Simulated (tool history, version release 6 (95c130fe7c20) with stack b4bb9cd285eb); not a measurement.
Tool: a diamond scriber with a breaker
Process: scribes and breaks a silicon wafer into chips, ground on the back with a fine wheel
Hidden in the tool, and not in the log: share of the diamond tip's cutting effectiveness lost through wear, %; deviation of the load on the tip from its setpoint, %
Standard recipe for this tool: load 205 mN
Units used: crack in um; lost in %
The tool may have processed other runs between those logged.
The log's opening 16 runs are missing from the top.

run    hour  load  wafers since the last listed run  hours since the diamond tip was replaced  hours since the load on the tip was calibrated  incoming depth of the damage left on the back of the incoming wafer, um  crack  lost
 17  1665.8   205                               275                                     504.3                                           501.1                                                                     2.13   9.42  2.74
 18  1738.4   241                               295                                     576.9                                           573.7                                                                     1.66  10.21  4.14
     1770.3  -- diamond tip replaced by a new one
 19  1793.0   159                               214                                      22.7                                           628.3                                                                     2.55   8.39  8.77
 20  1868.5   261                               307                                      98.2                                           703.8                                                                     1.93  10.79  6.49
 21  1950.2   239                               332                                     179.9                                           785.5                                                                     2.53  10.20  4.84
 22  1992.8   205                               173                                     222.5                                           828.1                                                                     1.81   9.42  2.19
 23  2067.6   160                               304                                     297.3                                           902.9                                                                     2.62   8.52  9.16
 24  2132.8   205                               265                                     362.5                                           968.1                                                                     2.84   9.41  4.63
 25  2342.1   205                               852                                     571.8                                          1177.4                                                                     2.48   9.41  3.66
     2371.9  -- diamond tip replaced by a new one
 26  2429.2   242                               346                                      57.3                                          1264.5                                                                     2.94  10.19  5.36
     2432.7  -- load on the tip recalibrated
 27  2494.9   170                               259                                     123.0                                            62.2                                                                     2.87   8.81  7.67
 28  2593.2   168                               400                                     221.3                                           160.5                                                                     2.40   8.52  6.67
 29  2694.5   157                               412                                     322.6                                           261.8                                                                     1.64   8.30  6.47
 30  2790.0   162                               389                                     418.1                                           357.3                                                                     2.86   8.20  9.15

Run 31 comes next. What will it give?
 31  2897.2   250                               436                                     525.3                                           464.5                                                                     2.57      ?     ?

{"run 31": {"crack": 10.16, "lost": 5.54}}
The same run, on a tool lacking any hidden state, would have yielded crack 10.16 um, lost 5.54 %.
